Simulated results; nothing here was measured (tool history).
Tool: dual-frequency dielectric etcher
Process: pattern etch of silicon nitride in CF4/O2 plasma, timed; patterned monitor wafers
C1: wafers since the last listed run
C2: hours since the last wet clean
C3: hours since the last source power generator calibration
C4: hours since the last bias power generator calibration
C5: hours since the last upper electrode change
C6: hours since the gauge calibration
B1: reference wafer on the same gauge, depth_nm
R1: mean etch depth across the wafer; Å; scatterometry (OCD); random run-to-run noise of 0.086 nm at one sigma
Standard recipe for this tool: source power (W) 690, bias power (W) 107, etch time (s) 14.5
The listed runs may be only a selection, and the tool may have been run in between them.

run 1 hour=0.0 | source_power_(W)=690 bias_power_(W)=107 etch_time_(s)=14.5 | C1=0 C2=306.5 C3=4105.7 C4=3243.0 C5=4102.4 C6=188.9 | B1=32.09 | R1=318.5
run 2 hour=6.1 | source_power_(W)=690 bias_power_(W)=107 etch_time_(s)=14.5 | C1=79 C2=312.6 C3=4111.8 C4=3249.1 C5=4108.5 C6=195.0 | B1=32.09 | R1=319.0
run 3 hour=18.6 | source_power_(W)=690 bias_power_(W)=107 etch_time_(s)=14.5 | C1=161 C2=325.1 C3=4124.3 C4=3261.6 C5=4121.0 C6=207.5 | B1=32.10 | R1=317.5
run 4 hour=28.7 | source_power_(W)=690 bias_power_(W)=107 etch_time_(s)=14.5 | C1=130 C2=335.2 C3=4134.4 C4=3271.7 C5=4131.1 C6=217.6 | B1=32.10 | R1=317.1
run 5 hour=34.7 | source_power_(W)=690 bias_power_(W)=107 etch_time_(s)=14.5 | C1=77 C2=341.2 C3=4140.4 C4=3277.7 C5=4137.1 C6=223.6 | B1=32.12 | R1=318.6
run 6 hour=52.2 | source_power_(W)=690 bias_power_(W)=107 etch_time_(s)=14.5 | C1=226 C2=358.7 C3=4157.9 C4=3295.2 C5=4154.6 C6=241.1 | B1=32.08 | R1=317.7
run 7 hour=68.6 | source_power_(W)=690 bias_power_(W)=107 etch_time_(s)=14.5 | C1=212 C2=375.1 C3=4174.3 C4=3311.6 C5=4171.0 C6=257.5 | B1=32.09 | R1=318.1
-- hour=93.2 upper electrode replaced, of another model than before
run 8 hour=93.7 | source_power_(W)=690 bias_power_(W)=107 etch_time_(s)=14.5 | C1=14 C2=400.2 C3=4199.4 C4=3336.7 C5=0.5 C6=282.6 | B1=32.10 | R1=316.0
run 9 hour=94.1 | source_power_(W)=690 bias_power_(W)=107 etch_time_(s)=14.5 | C1=5 C2=400.6 C3=4199.8 C4=3337.1 C5=0.9 C6=283.0 | B1=32.10 | R1=316.5
run 10 hour=103.4 | source_power_(W)=690 bias_power_(W)=107 etch_time_(s)=14.5 | C1=120 C2=409.9 C3=4209.1 C4=3346.4 C5=10.2 C6=292.3 | B1=32.11 | R1=315.0
run 11 hour=113.3 | source_power_(W)=690 bias_power_(W)=107 etch_time_(s)=14.5 | C1=128 C2=419.8 C3=4219.0 C4=3356.3 C5=20.1 C6=302.2 | B1=32.10 | R1=317.2
run 12 hour=121.3 | source_power_(W)=690 bias_power_(W)=107 etch_time_(s)=14.5 | C1=103 C2=427.8 C3=4227.0 C4=3364.3 C5=28.1 C6=310.2 | B1=32.12 | R1=316.5
-- hour=135.9 source power generator calibrated
run 13 hour=138.7 | source_power_(W)=690 bias_power_(W)=107 etch_time_(s)=14.5 | C1=173 C2=445.2 C3=2.8 C4=3381.7 C5=45.5 C6=327.6 | B1=32.11 | R1=316.9
-- hour=146.1 gauge calibrated
run 14 hour=147.9 | source_power_(W)=690 bias_power_(W)=107 etch_time_(s)=14.5 | C1=119 C2=454.4 C3=12.0 C4=3390.9 C5=54.7 C6=1.8 | B1=32.10 | R1=316.5
run 15 hour=159.8 | source_power_(W)=830 bias_power_(W)=81 etch_time_(s)=14.5 | C1=154 C2=466.3 C3=23.9 C4=3402.8 C5=66.6 C6=13.7 | B1=32.10 | R1=340.4
run 16 hour=176.8 | source_power_(W)=760 bias_power_(W)=107 etch_time_(s)=14.5 | C1=220 C2=483.3 C3=40.9 C4=3419.8 C5=83.6 C6=30.7 | B1=32.10 | R1=340.8
-- hour=207.5 wet clean of the chamber
run 17 hour=208.0 | source_power_(W)=690 bias_power_(W)=107 etch_time_(s)=17.0 | C1=93 C2=0.5 C3=72.1 C4=3451.0 C5=114.8 C6=61.9 | B1=32.10 | R1=380.0
run 18 hour=208.3 | source_power_(W)=690 bias_power_(W)=107 etch_time_(s)=13.0 | C1=3 C2=0.8 C3=72.4 C4=3451.3 C5=115.1 C6=62.2 | B1=32.09 | R1=291.0
run 19 hour=208.6 | source_power_(W)=690 bias_power_(W)=107 etch_time_(s)=14.5 | C1=3 C2=1.1 C3=72.7 C4=3451.6 C5=115.4 C6=62.5 | B1=32.10 | R1=324.3
run 20 hour=218.7 | source_power_(W)=690 bias_power_(W)=107 etch_time_(s)=14.5 | C1=130 C2=11.2 C3=82.8 C4=3461.7 C5=125.5 C6=72.6 | B1=32.10 | R1=324.5
run 21 hour=226.8 | source_power_(W)=690 bias_power_(W)=107 etch_time_(s)=14.5 | C1=104 C2=19.3 C3=90.9 C4=3469.8 C5=133.6 C6=80.7 | B1=32.10 | R1=323.0
-- hour=232.3 bias power generator calibrated
run 22 hour=232.9 | source_power_(W)=550 bias_power_(W)=107 etch_time_(s)=11.0 | C1=27 C2=25.4 C3=97.0 C4=0.6 C5=139.7 C6=86.8 | B1=32.11 | R1=207.0
run 23 hour=239.0 | source_power_(W)=550 bias_power_(W)=107 etch_time_(s)=11.0 | C1=79 C2=31.5 C3=103.1 C4=6.7 C5=145.8 C6=92.9 | B1=32.11 | R1=206.5
run 24 hour=249.7 | source_power_(W)=800 bias_power_(W)=125 etch_time_(s)=18.5 | C1=138 C2=42.2 C3=113.8 C4=17.4 C5=156.5 C6=103.6 | B1=32.10 | R1=482.5
run 25 hour=256.1 | source_power_(W)=690 bias_power_(W)=107 etch_time_(s)=14.5 | C1=82 C2=48.6 C3=120.2 C4=23.8 C5=162.9 C6=110.0 | B1=32.09 | R1=324.9
run 26 hour=269.5 | source_power_(W)=690 bias_power_(W)=107 etch_time_(s)=16.5 | C1=173 C2=62.0 C3=133.6 C4=37.2 C5=176.3 C6=123.4 | B1=32.12 | R1=367.6
run 27 hour=277.1 | source_power_(W)=690 bias_power_(W)=107 etch_time_(s)=11.0 | C1=98 C2=69.6 C3=141.2 C4=44.8 C5=183.9 C6=131.0 | B1=32.09 | R1=245.5
run 28 hour=290.6 | source_power_(W)=830 bias_power_(W)=107 etch_time_(s)=16.5 | C1=174 C2=83.1 C3=154.7 C4=58.3 C5=197.4 C6=144.5 | B1=32.09 | R1=426.5
run 29 hour=298.7 | source_power_(W)=690 bias_power_(W)=107 etch_time_(s)=14.5 | C1=104 C2=91.2 C3=162.8 C4=66.4 C5=205.5 C6=152.6 | B1=32.10 | R1=322.6
run 30 hour=306.4 | source_power_(W)=620 bias_power_(W)=134 etch_time_(s)=10.0 | C1=99 C2=98.9 C3=170.5 C4=74.1 C5=213.2 C6=160.3 | B1=32.11 | R1=218.4

Give the tool's hidden conditions for every run:
source power that arrives over what is set, %: 0 in every run
bias power that arrives over what is set, %: 0 in every run
gauge reads high (%): 0 in every run
H1: etch rate over this chamber's usual, %
run=1 H1=-1.54
run=2 H1=-1.57
run=3 H1=-1.63
run=4 H1=-1.68
run=5 H1=-1.71
run=6 H1=-1.8
run=7 H1=-1.88
run=8 H1=-2.01
run=9 H1=-2.01
run=10 H1=-2.06
run=11 H1=-2.11
run=12 H1=-2.15
run=13 H1=-2.23
run=14 H1=-2.28
run=15 H1=-2.34
run=16 H1=-2.42
run=17 H1=0.279
run=18 H1=0.277
run=19 H1=0.276
run=20 H1=0.225
run=21 H1=0.184
run=22 H1=0.154
run=23 H1=0.123
run=24 H1=0.0697
run=25 H1=0.0376
run=26 H1=-0.0295
run=27 H1=-0.0676
run=28 H1=-0.135
run=29 H1=-0.176
run=30 H1=-0.214

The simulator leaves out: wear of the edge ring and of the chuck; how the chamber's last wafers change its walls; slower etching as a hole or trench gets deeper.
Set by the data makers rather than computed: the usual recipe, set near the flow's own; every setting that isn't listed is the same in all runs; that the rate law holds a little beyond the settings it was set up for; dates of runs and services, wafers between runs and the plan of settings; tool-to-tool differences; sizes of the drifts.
